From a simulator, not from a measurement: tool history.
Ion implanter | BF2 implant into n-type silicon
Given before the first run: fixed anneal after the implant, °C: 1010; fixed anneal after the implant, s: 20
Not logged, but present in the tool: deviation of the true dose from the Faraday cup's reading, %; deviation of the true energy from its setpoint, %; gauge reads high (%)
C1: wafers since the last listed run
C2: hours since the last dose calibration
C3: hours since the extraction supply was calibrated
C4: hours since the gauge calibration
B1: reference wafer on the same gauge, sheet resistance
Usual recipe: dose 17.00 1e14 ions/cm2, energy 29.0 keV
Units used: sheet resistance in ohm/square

{"run": 1, "hour": 0.0, "dose": 17.0, "energy": 29.0, "C1": 0, "C2": 625.9, "C3": 732.7, "C4": 475.8, "B1": 147.16, "sheet resistance": 140.51}
{"hour": 4.9, "done": "Faraday cup replaced and dose calibrated"}
{"run": 2, "hour": 51.4, "dose": 17.0, "energy": 29.0, "C1": 949, "C2": 46.5, "C3": 784.1, "C4": 527.2, "B1": 147.01, "sheet resistance": 140.63}
{"run": 3, "hour": 371.5, "dose": 17.0, "energy": 29.0, "C1": 6532, "C2": 366.6, "C3": 1104.2, "C4": 847.3, "B1": 147.01, "sheet resistance": 139.39}
{"run": 4, "hour": 414.2, "dose": 17.0, "energy": 29.0, "C1": 871, "C2": 409.3, "C3": 1146.9, "C4": 890.0, "B1": 146.97, "sheet resistance": 140.2}
{"run": 5, "hour": 460.3, "dose": 15.29, "energy": 23.5, "C1": 940, "C2": 455.4, "C3": 1193.0, "C4": 936.1, "B1": 147.07, "sheet resistance": 155.33}
{"run": 6, "hour": 562.7, "dose": 17.0, "energy": 29.0, "C1": 2089, "C2": 557.8, "C3": 1295.4, "C4": 1038.5, "B1": 147.0, "sheet resistance": 139.37}
{"run": 7, "hour": 721.2, "dose": 17.0, "energy": 29.0, "C1": 3234, "C2": 716.3, "C3": 1453.9, "C4": 1197.0, "B1": 147.0, "sheet resistance": 138.44}
{"hour": 754.4, "done": "Faraday cup replaced and dose calibrated"}
{"run": 8, "hour": 784.0, "dose": 17.0, "energy": 23.0, "C1": 1118, "C2": 29.6, "C3": 1516.7, "C4": 1259.8, "B1": 147.24, "sheet resistance": 154.7}
{"run": 9, "hour": 830.4, "dose": 17.0, "energy": 23.0, "C1": 946, "C2": 76.0, "C3": 1563.1, "C4": 1306.2, "B1": 147.22, "sheet resistance": 154.36}
{"run": 10, "hour": 904.8, "dose": 15.68, "energy": 29.0, "C1": 1518, "C2": 150.4, "C3": 1637.5, "C4": 1380.6, "B1": 147.12, "sheet resistance": 141.72}
{"run": 11, "hour": 997.1, "dose": 15.68, "energy": 29.0, "C1": 1883, "C2": 242.7, "C3": 1729.8, "C4": 1472.9, "B1": 147.03, "sheet resistance": 140.79}
{"run": 12, "hour": 1090.4, "dose": 15.38, "energy": 29.0, "C1": 1904, "C2": 336.0, "C3": 1823.1, "C4": 1566.2, "B1": 147.06, "sheet resistance": 141.4}
{"run": 13, "hour": 1130.5, "dose": 17.0, "energy": 29.0, "C1": 818, "C2": 376.1, "C3": 1863.2, "C4": 1606.3, "B1": 147.02, "sheet resistance": 139.48}
{"run": 14, "hour": 1278.3, "dose": 17.0, "energy": 29.0, "C1": 3016, "C2": 523.9, "C3": 2011.0, "C4": 1754.1, "B1": 146.97, "sheet resistance": 138.94}
{"run": 15, "hour": 1344.1, "dose": 12.61, "energy": 20.0, "C1": 1342, "C2": 589.7, "C3": 2076.8, "C4": 1819.9, "B1": 147.16, "sheet resistance": 172.6}
{"run": 16, "hour": 1384.3, "dose": 17.0, "energy": 29.0, "C1": 820, "C2": 629.9, "C3": 2117.0, "C4": 1860.1, "B1": 146.94, "sheet resistance": 138.06}
{"run": 17, "hour": 1485.1, "dose": 19.8, "energy": 33.5, "C1": 2057, "C2": 730.7, "C3": 2217.8, "C4": 1960.9, "B1": 147.03, "sheet resistance": 127.17}
{"run": 18, "hour": 1561.2, "dose": 15.51, "energy": 29.0, "C1": 1553, "C2": 806.8, "C3": 2293.9, "C4": 2037.0, "B1": 146.9, "sheet resistance": 140.23}
{"hour": 1572.0, "done": "Faraday cup replaced and dose calibrated"}
{"run": 19, "hour": 1610.7, "dose": 20.2, "energy": 38.5, "C1": 846, "C2": 38.7, "C3": 2343.4, "C4": 2086.5, "B1": 147.03, "sheet resistance": 118.27}
{"run": 20, "hour": 1681.9, "dose": 17.0, "energy": 29.0, "C1": 1453, "C2": 109.9, "C3": 2414.6, "C4": 2157.7, "B1": 147.03, "sheet resistance": 137.81}
{"hour": 1726.7, "done": "gauge calibrated"}
{"run": 21, "hour": 1743.3, "dose": 14.12, "energy": 36.0, "C1": 1253, "C2": 171.3, "C3": 2476.0, "C4": 16.6, "B1": 146.78, "sheet resistance": 129.91}
{"hour": 1878.8, "done": "extraction supply calibrated"}
{"run": 22, "hour": 2065.0, "dose": 20.28, "energy": 23.0, "C1": 6401, "C2": 493.0, "C3": 186.2, "C4": 338.3, "B1": 147.24, "sheet resistance": 154.44}
{"run": 23, "hour": 2165.0, "dose": 20.28, "energy": 23.0, "C1": 2040, "C2": 593.0, "C3": 286.2, "C4": 438.3, "B1": 146.87, "sheet resistance": 154.34}
{"run": 24, "hour": 2203.7, "dose": 17.0, "energy": 26.5, "C1": 789, "C2": 631.7, "C3": 324.9, "C4": 477.0, "B1": 147.02, "sheet resistance": 147.02}
{"run": 25, "hour": 2269.3, "dose": 13.52, "energy": 22.5, "C1": 1338, "C2": 697.3, "C3": 390.5, "C4": 542.6, "B1": 147.25, "sheet resistance": 164.4}
{"hour": 2299.6, "done": "Faraday cup replaced and dose calibrated"}
{"run": 26, "hour": 2321.5, "dose": 18.89, "energy": 22.5, "C1": 902, "C2": 21.9, "C3": 442.7, "C4": 594.8, "B1": 146.81, "sheet resistance": 154.98}
{"run": 27, "hour": 2422.2, "dose": 19.61, "energy": 31.5, "C1": 2055, "C2": 122.6, "C3": 543.4, "C4": 695.5, "B1": 146.85, "sheet resistance": 132.44}
{"run": 28, "hour": 2472.6, "dose": 17.0, "energy": 29.0, "C1": 1028, "C2": 173.0, "C3": 593.8, "C4": 745.9, "B1": 147.01, "sheet resistance": 140.55}

4 options for the next run, each taken on its own from the tool as it stands now. Forecast them:
{"run": "A", "hour": 2473.0, "dose": 17.0, "energy": 29.0, "C1": 8, "C2": 173.4, "C3": 594.2, "C4": 746.3, "B1": "?", "sheet resistance": "?"}
{"run": "B", "hour": 2473.0, "dose": 17.0, "energy": 35.5, "C1": 8, "C2": 173.4, "C3": 594.2, "C4": 746.3, "B1": "?", "sheet resistance": "?"}
{"run": "C", "hour": 2473.0, "dose": 19.45, "energy": 22.5, "C1": 8, "C2": 173.4, "C3": 594.2, "C4": 746.3, "B1": "?", "sheet resistance": "?"}
{"run": "D", "hour": 2473.0, "dose": 21.33, "energy": 29.0, "C1": 8, "C2": 173.4, "C3": 594.2, "C4": 746.3, "B1": "?", "sheet resistance": "?"}

run=A B1=147.19 sheet_resistance=140.16
run=B B1=147.19 sheet_resistance=127.51
run=C B1=147.19 sheet_resistance=155.09
run=D B1=147.19 sheet_resistance=137.01
Without the tool's hidden state the same runs would have given:
run=A sheet_resistance=140.76
run=B sheet_resistance=128.06
run=C sheet_resistance=155.72
run=D sheet_resistance=137.61

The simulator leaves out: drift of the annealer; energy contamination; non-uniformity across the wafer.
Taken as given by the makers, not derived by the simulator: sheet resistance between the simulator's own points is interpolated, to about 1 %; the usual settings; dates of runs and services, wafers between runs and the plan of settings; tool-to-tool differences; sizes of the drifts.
